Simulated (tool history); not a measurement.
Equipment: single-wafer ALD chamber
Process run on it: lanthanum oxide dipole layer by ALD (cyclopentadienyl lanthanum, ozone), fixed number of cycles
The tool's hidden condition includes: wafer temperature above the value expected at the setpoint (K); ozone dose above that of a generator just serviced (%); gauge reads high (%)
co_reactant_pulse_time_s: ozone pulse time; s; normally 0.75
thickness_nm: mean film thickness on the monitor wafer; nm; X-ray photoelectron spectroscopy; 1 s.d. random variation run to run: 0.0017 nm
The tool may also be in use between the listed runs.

run,hour,co_reactant_pulse_time_s,wafers since the last listed run,hours since the last thermocouple change,hours since the last ozone generator service,hours since the showerhead was replaced,hours since the gauge calibration,"read-back reference wafer on the same gauge, thickness_nm",thickness_nm
1,0,0.75,0,1618.1,1706.1,8313,176,0.413,0.403
2,9.5,0.75,184,1627.6,1715.6,8322.5,185.5,0.413,0.401
3,21.2,0.75,227,1639.3,1727.3,8334.2,197.2,0.413,0.401
4,38.9,0.75,343,1657,1745,8351.9,214.9,0.413,0.398
# hour 53.4: gauge calibrated
5,55,0.75,312,1673.1,1761.1,8368,1.6,0.413,0.397
6,71.3,0.75,316,1689.4,1777.4,8384.3,17.9,0.413,0.394
7,78.4,0.75,137,1696.5,1784.5,8391.4,25,0.413,0.394
8,87.1,0.58,168,1705.2,1793.2,8400.1,33.7,0.412,0.34
9,97,0.58,192,1715.1,1803.1,8410,43.6,0.413,0.338
10,129.5,0.58,630,1747.6,1835.6,8442.5,76.1,0.413,0.336
11,142,0.63,242,1760.1,1848.1,8455,88.6,0.413,0.35
12,153.2,0.68,217,1771.3,1859.3,8466.2,99.8,0.414,0.363
13,168.2,0.68,291,1786.3,1874.3,8481.2,114.8,0.413,0.36
14,182.1,0.64,269,1800.2,1888.2,8495.1,128.7,0.413,0.346
15,191.1,0.75,174,1809.2,1897.2,8504.1,137.7,0.413,0.378
16,205.8,0.92,285,1823.9,1911.9,8518.8,152.4,0.412,0.42
17,214.7,0.89,172,1832.8,1920.8,8527.7,161.3,0.413,0.41
# hour 231.1: showerhead replaced
18,231.6,0.48,172,1849.7,1937.7,0.5,178.2,0.413,0.284
# hour 239.8: ozone generator serviced
19,240.3,0.49,13,1858.4,0.5,9.2,186.9,0.413,0.396
20,254.7,0.85,279,1872.8,14.9,23.6,201.3,0.414,0.503
# hour 280.8: thermocouple changed; heater temperature recalibrated
# hour 286.9: gauge calibrated
21,293.4,0.56,595,12.6,53.6,62.3,6.5,0.412,0.424
22,300.8,0.88,143,20,61,69.7,13.9,0.413,0.51
23,311.3,0.93,203,30.5,71.5,80.2,24.4,0.414,0.52
24,321.9,0.61,205,41.1,82.1,90.8,35,0.413,0.439
25,336.4,0.75,281,55.6,96.6,105.3,49.5,0.413,0.483
26,345.7,0.9,180,64.9,105.9,114.6,58.8,0.413,0.514
27,361.5,0.54,306,80.7,121.7,130.4,74.6,0.413,0.415
28,378.1,0.75,322,97.3,138.3,147,91.2,0.413,0.481

Predict each of these 4 candidate next runs independently; none follows another, all start after run 28:
A,378.5,0.96,7,97.7,138.7,147.4,91.6,?,?
B,378.5,0.45,7,97.7,138.7,147.4,91.6,?,?
C,378.5,1.05,7,97.7,138.7,147.4,91.6,?,?
D,378.5,0.83,7,97.7,138.7,147.4,91.6,?,?

run,"read-back reference wafer on the same gauge, thickness_nm",thickness_nm
A,0.413,0.523
B,0.413,0.377
C,0.413,0.537
D,0.413,0.497
Without the tool's hidden state the same runs would have given:
run,thickness_nm
A,0.526
B,0.382
C,0.541
D,0.501
